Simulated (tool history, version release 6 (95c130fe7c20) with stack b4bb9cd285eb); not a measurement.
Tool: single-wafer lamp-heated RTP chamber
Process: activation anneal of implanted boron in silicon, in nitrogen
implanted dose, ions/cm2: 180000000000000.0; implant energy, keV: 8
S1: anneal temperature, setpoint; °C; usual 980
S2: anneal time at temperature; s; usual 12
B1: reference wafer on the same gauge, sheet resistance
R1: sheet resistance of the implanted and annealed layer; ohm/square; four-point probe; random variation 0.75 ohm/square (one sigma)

run	day	S1	S2	B1	R1
1	0	980	9	576.76	491.56
2	0.35	980	12	576.68	491.52
3	0.862	980	12	577.02	489.99
4	1.475	980	12	577.04	488.59
5	2.121	980	12	577.36	491.21
6	2.629	968	12	577.1	494.36
7	3.117	968	12	577.4	496.22
8	3.779	968	12	576.89	496.65
9	4.467	994	12	576.58	485.93
10	5.062	980	18	576.95	486.95
# day 5.642: pyrometer window cleaned and pyrometer calibrated
11	5.662	980	18	576.96	490.16
12	5.792	980	18	576.74	490.07
13	6.283	980	12	577.22	492.79
14	6.929	980	12	577.18	494.05
15	7.433	980	16	577.11	490.76
16	7.717	980	16	576.9	490.14
17	8.292	980	12	577.08	492.9
18	9.012	1002	19	577	483.56
19	9.529	980	14	576.67	490.98
# day 10.317: reflector plate cleaned
20	10.338	980	19	577.08	489.01
21	10.429	967	9	576.8	505.07
# day 10.542: gauge calibrated
22	10.688	990	12	576.88	487.67
23	11.088	969	15	576.92	497.65
24	11.492	990	18	576.83	487.59
25	12.217	991	16	576.54	486.27
26	12.65	980	12	576.9	492.8
27	13.121	969	5	577.41	504.82
28	13.629	960	16	577.02	508.07
29	14.225	980	12	576.93	492.89
30	14.95	980	12	577.02	491.52
31	15.725	980	12	576.74	491.69
32	16.404	963	8	577.08	509.48
33	17.1	996	12	576.82	486.5

Some steps in R1 between neighbouring runs. How much of each would the tool show without its hidden state too (settings, what came in, random variation), and how much is left for the hidden state, with any gauge scatter that isn't in both results?
The hidden state here: true wafer temperature minus pyrometer reading, K; wafer temperature error from the tarnished reflector plate, K; gauge reads high (%).
Run 5 -> 6: S1 980 -> 968. R1 +3.15 ohm/square: hidden state -3.54, all else +6.69.
Run 8 -> 9: S1 968 -> 994. R1 -10.72 ohm/square: hidden state +5.31, all else -16.03.
Run 10 -> 11: pyrometer window cleaned and pyrometer calibrated. R1 +3.21 ohm/square: hidden state +3.41, all else -0.2.
Run 21 -> 22: S1 967 -> 990, S2 9 -> 12, gauge calibrated. R1 -17.4 ohm/square: hidden state +0.76, all else -18.16.
Run 31 -> 32: S1 980 -> 963, S2 12 -> 8. R1 +17.79 ohm/square: hidden state -2.22, all else +20.01.
Run 32 -> 33: S1 963 -> 996, S2 8 -> 12. R1 -22.98 ohm/square: hidden state +2.65, all else -25.63.
